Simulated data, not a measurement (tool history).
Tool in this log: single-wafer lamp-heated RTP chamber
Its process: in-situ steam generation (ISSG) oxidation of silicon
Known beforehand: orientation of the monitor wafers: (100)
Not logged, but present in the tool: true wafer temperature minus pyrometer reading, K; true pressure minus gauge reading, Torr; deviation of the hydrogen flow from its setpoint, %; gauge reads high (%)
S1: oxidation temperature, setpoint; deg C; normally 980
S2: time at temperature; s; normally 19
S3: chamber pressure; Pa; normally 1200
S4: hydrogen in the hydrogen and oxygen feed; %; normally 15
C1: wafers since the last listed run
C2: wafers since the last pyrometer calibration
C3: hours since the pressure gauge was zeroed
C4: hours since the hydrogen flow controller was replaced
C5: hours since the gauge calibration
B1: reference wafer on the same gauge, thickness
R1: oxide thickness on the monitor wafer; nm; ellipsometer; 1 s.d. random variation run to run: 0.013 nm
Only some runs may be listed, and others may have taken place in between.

run    hour   S1  S2    S3  S4    C1    C2      C3      C4      C5     B1     R1
  1     0.0  974  19  1200  15     0  1651  2169.1  4347.8   552.5  4.249  4.153
  2   101.3  980  19  1200  15  1435  3086  2270.4  4449.1   653.8  4.251  4.250
  3   191.5  980  13  1200  15  1278  4365  2360.6  4539.3   744.0  4.249  3.614
  4   290.3  980  13  1200  15  1400  5765  2459.4  4638.1   842.8  4.247  3.624
  5   377.2  980  19  1200  21  1231  6997  2546.3  4725.0   929.7  4.252  4.610
      415.4  -- pyrometer window cleaned and pyrometer calibrated
  6   424.9  980  19  1200  21   562   134  2594.0  4772.7   977.4  4.251  4.490
  7   472.8  980  19  1200  15   678   812  2641.9  4820.6  1025.3  4.251  4.228
  8   578.1  980  19  1200  15  1492  2305  2747.2  4925.9  1130.6  4.252  4.265
  9   627.2  980  19  1200  15   695  3001  2796.3  4975.0  1179.7  4.253  4.283
 10   721.9  980  19  1200  15  1342  4343  2891.0  5069.7  1274.4  4.249  4.262
 11   819.6  980  23  1200  15  1384  5728  2988.7  5167.4  1372.1  4.252  4.693
 12   912.0  980  19  1200  19  1309  7037  3081.1  5259.8  1464.5  4.254  4.497
      927.6  -- pyrometer window cleaned and pyrometer calibrated
 13   997.2  980  24  1200  15  1094   986  3166.3  5345.0  1549.7  4.250  4.703
     1009.2  -- pressure gauge zeroed
 14  1091.0  965  19  1200  15  1216  2202    81.8  5438.8  1643.5  4.249  4.057
 15  1152.0  965  19  1200  15   864  3067   142.8  5499.8  1704.5  4.245  4.088
     1307.8  -- hydrogen flow controller replaced
     1462.5  -- pyrometer window cleaned and pyrometer calibrated
 16  1463.0  980  19  1200  24  4181     6   453.8   155.2  2015.5  4.248  4.653
 17  1666.1  974  19  1200  18  2878  2884   656.9   358.3  2218.6  4.251  4.356
 18  1773.9  997  26  1333  11  1527  4412   764.7   466.1  2326.4  4.249  4.957
     1813.2  -- gauge calibrated
 19  1831.2  989  23  1200  15   812  5224   822.0   523.4    18.0  4.249  4.885
 20  1884.4  986  15  1253  15   754  5978   875.2   576.6    71.2  4.249  3.932
     1913.6  -- pyrometer window cleaned and pyrometer calibrated
 21  1944.0  980  19  1200  15   731   431   934.8   636.2   130.8  4.250  4.213
 22  1996.3  980  19  1200  15   741  1172   987.1   688.5   183.1  4.252  4.250
 23  2099.7  980  19  1320  15  1465  2638  1090.5   791.9   286.5  4.250  4.234
 24  2206.8  980  12  1107  11  1517  4156  1197.6   899.0   393.6  4.252  3.256
 25  2244.1  980  19  1200  15   528  4684  1234.9   936.3   430.9  4.250  4.289
 26  2288.9  980  19  1200  15   634  5319  1279.7   981.1   475.7  4.248  4.303
 27  2368.5  965  19  1360  11  1128  6448  1359.3  1060.7   555.3  4.252  3.762
 28  2468.4  992  19  1200  15  1415  7863  1459.2  1160.6   655.2  4.252  4.480
     2479.1  -- pyrometer window cleaned and pyrometer calibrated
 29  2567.3  980  19  1200  24  1288  1249  1558.1  1259.5   754.1  4.251  4.689
 30  2628.8  980  19  1200  15   871  2121  1619.6  1321.0   815.6  4.249  4.263

Here are 3 independent what-if runs from the current tool condition. What would each one return?
  A  2629.2  990  19  1200  15   5  2126  1620.0  1321.4  816.0   ?   ?
  B  2629.2  980  23  1360  15   5  2126  1620.0  1321.4  816.0   ?   ?
  C  2629.2  980  24  1200  11   5  2126  1620.0  1321.4  816.0   ?   ?

run     B1     R1
  A  4.251  4.418
  B  4.251  4.574
  C  4.251  4.452
Without the tool's hidden state the same runs would have given:
run     R1
  A  4.333
  B  4.486
  C  4.366
